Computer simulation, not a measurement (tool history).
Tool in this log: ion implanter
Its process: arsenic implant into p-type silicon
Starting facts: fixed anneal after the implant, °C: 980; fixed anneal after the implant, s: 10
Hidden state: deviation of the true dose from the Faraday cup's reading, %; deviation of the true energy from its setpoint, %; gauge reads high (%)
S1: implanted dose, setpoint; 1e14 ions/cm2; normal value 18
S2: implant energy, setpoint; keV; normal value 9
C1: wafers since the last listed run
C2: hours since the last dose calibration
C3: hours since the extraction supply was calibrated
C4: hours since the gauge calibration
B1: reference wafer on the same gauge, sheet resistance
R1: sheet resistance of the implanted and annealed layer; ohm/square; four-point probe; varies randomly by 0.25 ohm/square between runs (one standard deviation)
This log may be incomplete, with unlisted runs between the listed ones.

run     day     S1    S2    C1     C2      C3     C4      B1      R1
  1       0     18     9     0  116.2  2061.7  654.2  195.98  166.25
  2   4.021     18  11.5  1016  212.7  2158.2  750.7  196.01  154.54
      4.779  -- gauge calibrated
  3   7.962     18     9   996  307.3  2252.8   76.4     196  166.81
  4  11.754     18     9   958  398.3  2343.8  167.4  196.02  166.88
  5  15.433     18     9   930  486.6  2432.1  255.7  195.95  167.01
  6   17.25     18     9   459  530.2  2475.7  299.3  195.91  166.96
     18.004  -- Faraday cup replaced and dose calibrated
  7  20.271     18     9   679   54.4  2548.2  371.8  196.09  166.21
  8  23.504  14.81   7.5   817    132  2625.8  449.4  196.08  180.23
  9  25.454  12.75    10   492  178.8  2672.6  496.2  196.07  169.69
     28.783  -- gauge calibrated
 10  29.133     18     9   930  267.1  2760.9    8.4     196  166.15
 11  32.254     18    12   788    342  2835.8   83.3  196.03  152.72
 12  34.312  15.25    11   520  391.4  2885.2  132.7  196.06  161.32
 13  37.012  23.19    11   682  456.2    2950  197.5  196.04  151.78
     39.254  -- extraction supply calibrated
 14  39.971  21.71    10   663  527.2    17.2  268.5  195.86  157.53
     41.679  -- Faraday cup replaced and dose calibrated
 15   49.75  22.75   6.5  2387  193.7   251.9  503.2  196.11  175.24
 16  53.475     18     9   941  283.1   341.3  592.6  196.03  166.45

Branching from run 16: 5 alternative next runs. What would each branch give?
  A  53.492  19.85     9   4  283.5  341.7  593   ?   ?
  B  53.492  15.83   7.5   4  283.5  341.7  593   ?   ?
  C  53.492  15.53    11   4  283.5  341.7  593   ?   ?
  D  53.492  15.48    10   4  283.5  341.7  593   ?   ?
  E  53.492  23.15  11.5   4  283.5  341.7  593   ?   ?

run      B1      R1
  A  195.92  164.75
  B  195.92  179.04
  C  195.92  160.58
  D  195.92  165.49
  E  195.92  150.07
Take away the tool's hidden state, keep each run's random variation, and the runs would have read:
run      R1
  A  163.93
  B  178.08
  C  159.73
  D  164.62
  E  149.42

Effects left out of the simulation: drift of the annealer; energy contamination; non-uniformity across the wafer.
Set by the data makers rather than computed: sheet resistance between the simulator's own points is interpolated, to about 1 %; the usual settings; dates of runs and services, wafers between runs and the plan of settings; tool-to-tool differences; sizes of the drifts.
